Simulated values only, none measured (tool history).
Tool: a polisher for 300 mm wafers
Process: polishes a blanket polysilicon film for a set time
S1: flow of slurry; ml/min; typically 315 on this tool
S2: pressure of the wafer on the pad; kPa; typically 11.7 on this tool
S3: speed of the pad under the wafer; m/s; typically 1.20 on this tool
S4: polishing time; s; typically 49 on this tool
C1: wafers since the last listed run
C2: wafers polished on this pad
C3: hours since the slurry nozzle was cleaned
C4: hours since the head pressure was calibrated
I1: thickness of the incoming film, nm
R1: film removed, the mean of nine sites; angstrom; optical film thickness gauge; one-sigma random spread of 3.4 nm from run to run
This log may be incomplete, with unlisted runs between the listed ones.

Run 1, day 0.000: usual settings; C1 0; C2 230; C3 215.5; C4 691.0; I1 1495.2. Result: R1 3091 angstrom.
Run 2, day 0.267: usual settings but S4 37 s; C1 63; C2 294; C3 221.9; C4 697.4; I1 1500.5. Result: R1 2342 angstrom.
Run 3, day 0.812: usual settings but S4 43 s; C1 129; C2 423; C3 235.0; C4 710.5; I1 1509.8. Result: R1 2724 angstrom.
At day 1.188: slurry nozzle cleaned.
Run 4, day 1.371: usual settings but S4 43 s; C1 122; C2 545; C3 4.4; C4 723.9; I1 1478.6. Result: R1 2720 angstrom.
Run 5, day 1.792: usual settings but S4 43 s; C1 99; C2 644; C3 14.5; C4 734.0; I1 1505.6. Result: R1 2700 angstrom.
Run 6, day 3.671: usual settings; C1 444; C2 1089; C3 59.6; C4 779.1; I1 1508.8. Result: R1 3083 angstrom.
Run 7, day 4.138: usual settings; C1 110; C2 1199; C3 70.8; C4 790.3; I1 1496.4. Result: R1 3127 angstrom.
At day 4.575: worn pad replaced by a new one.
Run 8, day 4.704: usual settings but S3 0.92 m/s; C1 94; C2 30; C3 84.4; C4 803.9; I1 1519.0. Result: R1 2338 angstrom.
Run 9, day 5.433: usual settings; C1 172; C2 202; C3 101.9; C4 821.4; I1 1518.1. Result: R1 3074 angstrom.
Run 10, day 6.075: usual settings; C1 151; C2 354; C3 117.3; C4 836.8; I1 1511.3. Result: R1 3123 angstrom.
Run 11, day 6.479: usual settings; C1 95; C2 449; C3 127.0; C4 846.5; I1 1481.9. Result: R1 3048 angstrom.
Run 12, day 7.146: usual settings; C1 157; C2 607; C3 143.0; C4 862.5; I1 1470.7. Result: R1 3030 angstrom.
Run 13, day 7.833: usual settings; C1 162; C2 769; C3 159.5; C4 879.0; I1 1491.6. Result: R1 3045 angstrom.
Run 14, day 8.492: usual settings; C1 155; C2 925; C3 175.3; C4 894.8; I1 1497.1. Result: R1 3074 angstrom.
Run 15, day 8.779: usual settings; C1 67; C2 993; C3 182.2; C4 901.7; I1 1504.3. Result: R1 3023 angstrom.
Run 16, day 9.508: usual settings; C1 172; C2 1165; C3 199.7; C4 919.2; I1 1495.8. Result: R1 2975 angstrom.
Run 17, day 9.912: usual settings; C1 95; C2 1261; C3 209.4; C4 928.9; I1 1521.2. Result: R1 3056 angstrom.
Run 18, day 10.283: usual settings; C1 87; C2 1349; C3 218.3; C4 937.8; I1 1516.0. Result: R1 3026 angstrom.
Run 19, day 10.592: usual settings but S1 280 ml/min, S2 9.0 kPa; C1 72; C2 1422; C3 225.7; C4 945.2; I1 1505.8. Result: R1 2312 angstrom.
At day 11.417: worn pad replaced by a new one.
Run 20, day 12.292: usual settings but S1 280 ml/min, S2 10.3 kPa; C1 362; C2 206; C3 266.5; C4 986.0; I1 1506.7. Result: R1 2623 angstrom.
At day 12.558: slurry nozzle cleaned.
Run 21, day 14.350: usual settings but S4 57 s; C1 476; C2 683; C3 43.0; C4 1035.4; I1 1495.5. Result: R1 3574 angstrom.
Run 22, day 14.696: usual settings but S2 13.8 kPa, S4 34 s; C1 81; C2 765; C3 51.3; C4 1043.7; I1 1497.8. Result: R1 2432 angstrom.
Run 23, day 15.096: usual settings but S1 225 ml/min, S2 15.2 kPa, S3 1.32 m/s, S4 35 s; C1 94; C2 859; C3 60.9; C4 1053.3; I1 1508.3. Result: R1 2999 angstrom.
Run 24, day 15.475: usual settings but S1 260 ml/min, S3 1.36 m/s, S4 59 s; C1 89; C2 949; C3 70.0; C4 1062.4; I1 1527.5. Result: R1 4077 angstrom.
Run 25, day 15.738: usual settings but S1 355 ml/min, S2 9.0 kPa, S3 1.48 m/s, S4 66 s; C1 62; C2 1011; C3 76.3; C4 1068.7; I1 1495.6. Result: R1 3778 angstrom.
Run 26, day 16.312: usual settings but S1 245 ml/min, S2 14.5 kPa, S3 1.42 m/s; C1 135; C2 1147; C3 90.1; C4 1082.5; I1 1493.6. Result: R1 4343 angstrom.
Run 27, day 16.650: usual settings; C1 79; C2 1227; C3 98.2; C4 1090.6; I1 1512.5. Result: R1 3002 angstrom.
Run 28, day 17.071: usual settings but S1 210 ml/min, S3 0.90 m/s, S4 39 s; C1 99; C2 1326; C3 108.3; C4 1100.7; I1 1492.2. Result: R1 1745 angstrom.
At day 17.471: worn pad replaced by a new one.
Run 29, day 17.708: usual settings but S2 10.3 kPa, S3 1.08 m/s; C1 111; C2 55; C3 123.6; C4 1116.0; I1 1507.0. Result: R1 2387 angstrom.
Run 30, day 18.238: usual settings but S4 40 s; C1 125; C2 180; C3 136.3; C4 1128.7; I1 1495.3. Result: R1 2410 angstrom.
At day 18.858: head pressure recalibrated.
Run 31, day 19.117: usual settings; C1 188; C2 368; C3 157.4; C4 6.2; I1 1501.3. Result: R1 3284 angstrom.
Run 32, day 19.692: usual settings but S1 355 ml/min, S3 1.00 m/s, S4 66 s; C1 135; C2 504; C3 171.2; C4 20.0; I1 1495.5. Result: R1 3765 angstrom.
Run 33, day 19.954: usual settings; C1 62; C2 567; C3 177.5; C4 26.3; I1 1490.4. Result: R1 3340 angstrom.
Run 34, day 20.367: usual settings but S1 205 ml/min, S2 9.0 kPa, S4 38 s; C1 97; C2 664; C3 187.4; C4 36.2; I1 1488.9. Result: R1 1932 angstrom.
Run 35, day 21.042: usual settings but S1 260 ml/min, S3 1.36 m/s, S4 59 s; C1 159; C2 824; C3 203.6; C4 52.4; I1 1525.6. Result: R1 4495 angstrom.
At day 22.708: slurry nozzle cleaned.
At day 23.162: worn pad replaced by a new one.
Run 36, day 23.183: usual settings but S1 355 ml/min, S2 8.3 kPa, S3 0.80 m/s, S4 55 s; C1 457; C2 4; C3 11.4; C4 103.8; I1 1532.0. Result: R1 1719 angstrom.
Run 37, day 23.896: usual settings but S1 405 ml/min, S4 43 s; C1 168; C2 173; C3 28.5; C4 120.9; I1 1516.6. Result: R1 2885 angstrom.
Run 38, day 24.383: usual settings but S4 66 s; C1 115; C2 288; C3 40.2; C4 132.6; I1 1491.0. Result: R1 4438 angstrom.

Pick out some run-to-run changes in R1. Of each, how much would a tool without hidden state show as well, from the settings, what came in and chance, and how much is left for the hidden state and any gauge scatter not in both results compared?
What the log doesn't record here: removal rate lost through wear of the pad, %; slurry flow missing at the pad, %; deviation of the head's pressure from its setpoint, %.
Run 26 -> 27: S1 245 -> 315, S2 14.5 -> 11.7, S3 1.42 -> 1.20. R1 -1341 angstrom: hidden state +159, all else -1500.
Run 27 -> 28: S1 315 -> 210, S3 1.20 -> 0.90, S4 49 -> 39. R1 -1257 angstrom: hidden state +151, all else -1408.
Run 30 -> 31: S4 40 -> 49, head pressure recalibrated. R1 +874 angstrom: hidden state +280, all else +594.
Run 34 -> 35: S1 205 -> 260, S2 9.0 -> 11.7, S3 1.20 -> 1.36, S4 38 -> 59. R1 +2563 angstrom: hidden state -34, all else +2597.
Run 35 -> 36: S1 260 -> 355, S2 11.7 -> 8.3, S3 1.36 -> 0.80, S4 59 -> 55, slurry nozzle cleaned, worn pad replaced by a new one. R1 -2776 angstrom: hidden state +25, all else -2801.
Run 37 -> 38: S1 405 -> 315, S4 43 -> 66. R1 +1553 angstrom: hidden state -35, all else +1588.
